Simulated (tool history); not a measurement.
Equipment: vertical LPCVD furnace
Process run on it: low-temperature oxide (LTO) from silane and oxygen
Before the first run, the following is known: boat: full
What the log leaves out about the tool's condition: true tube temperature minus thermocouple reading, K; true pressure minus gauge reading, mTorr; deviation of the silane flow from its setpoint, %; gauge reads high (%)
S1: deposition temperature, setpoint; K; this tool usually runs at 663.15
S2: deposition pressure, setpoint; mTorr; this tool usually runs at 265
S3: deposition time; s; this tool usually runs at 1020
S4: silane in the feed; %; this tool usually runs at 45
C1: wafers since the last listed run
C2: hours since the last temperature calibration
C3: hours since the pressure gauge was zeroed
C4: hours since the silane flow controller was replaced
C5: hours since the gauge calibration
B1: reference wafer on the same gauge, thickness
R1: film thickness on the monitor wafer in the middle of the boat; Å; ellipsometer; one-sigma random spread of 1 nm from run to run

run,hour,S1,S2,S3,S4,C1,C2,C3,C4,C5,B1,R1
1,0,663.15,265,1020,43,0,1784.4,1967.5,7260.7,2162.3,175.03,1755.4
2,60.4,663.15,265,1020,43,853,1844.8,2027.9,7321.1,2222.7,175.01,1753.7
3,121.2,663.15,265,1020,43,859,1905.6,2088.7,7381.9,2283.5,175.21,1762.5
4,166,663.15,265,1020,45,633,1950.4,2133.5,7426.7,2328.3,175.17,1824.2
5,208.1,663.15,265,1020,45,594,1992.5,2175.6,7468.8,2370.4,174.93,1831.6
6,245.1,663.15,265,1020,45,522,2029.5,2212.6,7505.8,2407.4,175.02,1842.3
# hour 339.5: silane flow controller replaced
7,340,663.15,265,1020,45,1001,2124.4,2307.5,0.5,2502.3,175.23,1840.3
8,439.2,663.15,300,1020,48,1401,2223.6,2406.7,99.7,2601.5,174.87,2252.1
9,493.6,663.15,265,1020,45,768,2278,2461.1,154.1,2655.9,174.98,1847.7
10,670.4,663.15,265,1020,50,2498,2454.8,2637.9,330.9,2832.7,174.99,2046.3
# hour 707.9: pressure gauge zeroed
11,742.8,663.15,265,1020,45,684,2527.2,34.9,403.3,2905.1,175.07,1813.6
12,779.2,663.15,265,630,45,514,2563.6,71.3,439.7,2941.5,175.04,1120.9
# hour 789.8: gauge calibrated
13,829.5,674.15,265,1230,45,710,2613.9,121.6,490,39.7,174.86,2440
14,907.3,663.15,265,1020,38,1099,2691.7,199.4,567.8,117.5,174.97,1459.5
# hour 957.7: thermocouples replaced and temperature profile calibrated
15,969.4,663.15,265,1020,45,538,11.7,261.5,629.9,179.6,175.06,1782.5
16,1008.2,663.15,265,1020,45,548,50.5,300.3,668.7,218.4,175.12,1779.5
17,1151.5,663.15,305,810,45,2025,193.8,443.6,812,361.7,175.09,1649.6
# hour 1203.4: pressure gauge zeroed, repeated, since the last time left the tool worse
18,1226,657.15,265,1140,45,713,268.3,22.6,886.5,436.2,175.02,1972.3
19,1372.2,663.15,265,1020,45,2066,414.5,168.8,1032.7,582.4,174.93,1884.7
20,1423,663.15,265,1020,45,717,465.3,219.6,1083.5,633.2,175.24,1882.1
21,1490.8,672.15,310,660,42,958,533.1,287.4,1151.3,701,175.15,1458.9
22,1543,668.15,210,720,37,737,585.3,339.6,1203.5,753.2,175.11,887.1
23,1579.9,663.15,265,1020,45,521,622.2,376.5,1240.4,790.1,174.98,1880.4
24,1681.9,654.15,310,1020,45,1441,724.2,478.5,1342.4,892.1,175.08,1985.8
25,1756.8,663.15,265,1020,45,1058,799.1,553.4,1417.3,967,174.98,1859.3
26,1813.3,663.15,225,660,45,798,855.6,609.9,1473.8,1023.5,175.04,1029.7
27,1867.7,659.15,325,1020,37,768,910,664.3,1528.2,1077.9,174.89,1744.5
28,1958.5,657.15,265,1410,45,1283,1000.8,755.1,1619,1168.7,175.03,2409.9
29,2001.8,653.15,305,870,45,611,1044.1,798.4,1662.3,1212,174.92,1640.1
30,2069.5,663.15,265,1020,45,956,1111.8,866.1,1730,1279.7,174.99,1880.9
31,2139.7,654.15,290,660,50,992,1182,936.3,1800.2,1349.9,174.98,1334.4
32,2192.5,663.15,295,1020,50,746,1234.8,989.1,1853,1402.7,174.97,2284.4

Measured less the same run without the tool's hidden state. The same run-to-run variation is in both; the gauge's scatter may not be:
run,R1
1,-59
2,-59.5
3,-60.2
4,-62.5
5,-63
6,-63.7
7,-64.1
8,-69.6
9,-65.1
10,-73
11,-101.4
12,-64.1
13,-144.1
14,-89.9
15,-113.2
16,-115.1
17,-97.3
18,-4.1
19,-12.7
20,-15.5
21,-12.5
22,-12.8
23,-23
24,-24.7
25,-30
26,-21
27,-25.8
28,-47.5
29,-28.9
30,-40.3
31,-27.2
32,-47.1
